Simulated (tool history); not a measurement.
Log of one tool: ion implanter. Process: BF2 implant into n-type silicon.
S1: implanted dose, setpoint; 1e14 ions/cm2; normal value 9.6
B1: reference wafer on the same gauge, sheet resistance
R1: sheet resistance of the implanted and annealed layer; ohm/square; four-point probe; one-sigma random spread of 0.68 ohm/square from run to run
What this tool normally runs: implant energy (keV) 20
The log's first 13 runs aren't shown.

Run 14, day 23.3: usual settings but S1 10.71 1e14 ions/cm2, implant energy (keV) 25; B1 172.04. Result: R1 140.18 ohm/square.
At day 24.204: gauge calibrated.
At day 25.012: Faraday cup replaced and dose calibrated.
Run 15, day 25.6: usual settings; B1 171.95. Result: R1 161.23 ohm/square.
Run 16, day 28.529: usual settings; B1 171.95. Result: R1 163.04 ohm/square.
Run 17, day 31.338: usual settings but S1 7.98 1e14 ions/cm2, implant energy (keV) 18; B1 172.01. Result: R1 186.19 ohm/square.
Run 18, day 33.042: usual settings; B1 171.84. Result: R1 161.69 ohm/square.
Run 19, day 34.767: usual settings; B1 172.09. Result: R1 162.18 ohm/square.
Run 20, day 36.212: usual settings but S1 11.47 1e14 ions/cm2, implant energy (keV) 24; B1 172.1. Result: R1 140.95 ohm/square.
At day 37.175: extraction supply calibrated.
Run 21, day 38.796: usual settings but S1 6.77 1e14 ions/cm2, implant energy (keV) 14.5; B1 171.87. Result: R1 217.06 ohm/square.
Run 22, day 41.217: usual settings but S1 7.37 1e14 ions/cm2, implant energy (keV) 16.5; B1 171.77. Result: R1 199.04 ohm/square.
Run 23, day 42.762: usual settings but S1 11.98 1e14 ions/cm2, implant energy (keV) 26; B1 171.94. Result: R1 134.83 ohm/square.
Run 24, day 44.7: usual settings but S1 8.62 1e14 ions/cm2, implant energy (keV) 24; B1 171.98. Result: R1 165.8 ohm/square.
Run 25, day 47.108: usual settings but S1 11.47 1e14 ions/cm2, implant energy (keV) 24; B1 172.11. Result: R1 139.64 ohm/square.
Run 26, day 49.546: usual settings but S1 8.56 1e14 ions/cm2, implant energy (keV) 26.5; B1 172.06. Result: R1 161.72 ohm/square.
Run 27, day 51.896: usual settings but implant energy (keV) 23.5; B1 172.03. Result: R1 155.05 ohm/square.
Run 28, day 54.496: usual settings but S1 11.2 1e14 ions/cm2, implant energy (keV) 26.5; B1 172.11. Result: R1 138.69 ohm/square.
Run 29, day 56.142: usual settings but S1 8.4 1e14 ions/cm2, implant energy (keV) 26.5; B1 172.17. Result: R1 164.68 ohm/square.
Run 30, day 59.092: usual settings but implant energy (keV) 24.5; B1 171.99. Result: R1 152.1 ohm/square.

What if the next run were any one of these 3? Each begins from the tool's condition after run 30:
Run A, day 59.108: usual settings but implant energy (keV) 25; B1 ?. Result: R1 ?.
Run B, day 59.108: usual settings but S1 7.47 1e14 ions/cm2, implant energy (keV) 23.5; B1 ?. Result: R1 ?.
Run C, day 59.108: usual settings but S1 8.75 1e14 ions/cm2, implant energy (keV) 16; B1 ?. Result: R1 ?.

run   B1      R1
  A  172  152.93
  B  172  183.18
  C  172   179.6
Without the tool's hidden state the same runs would have given:
run      R1
  A  155.36
  B  186.64
  C  182.32
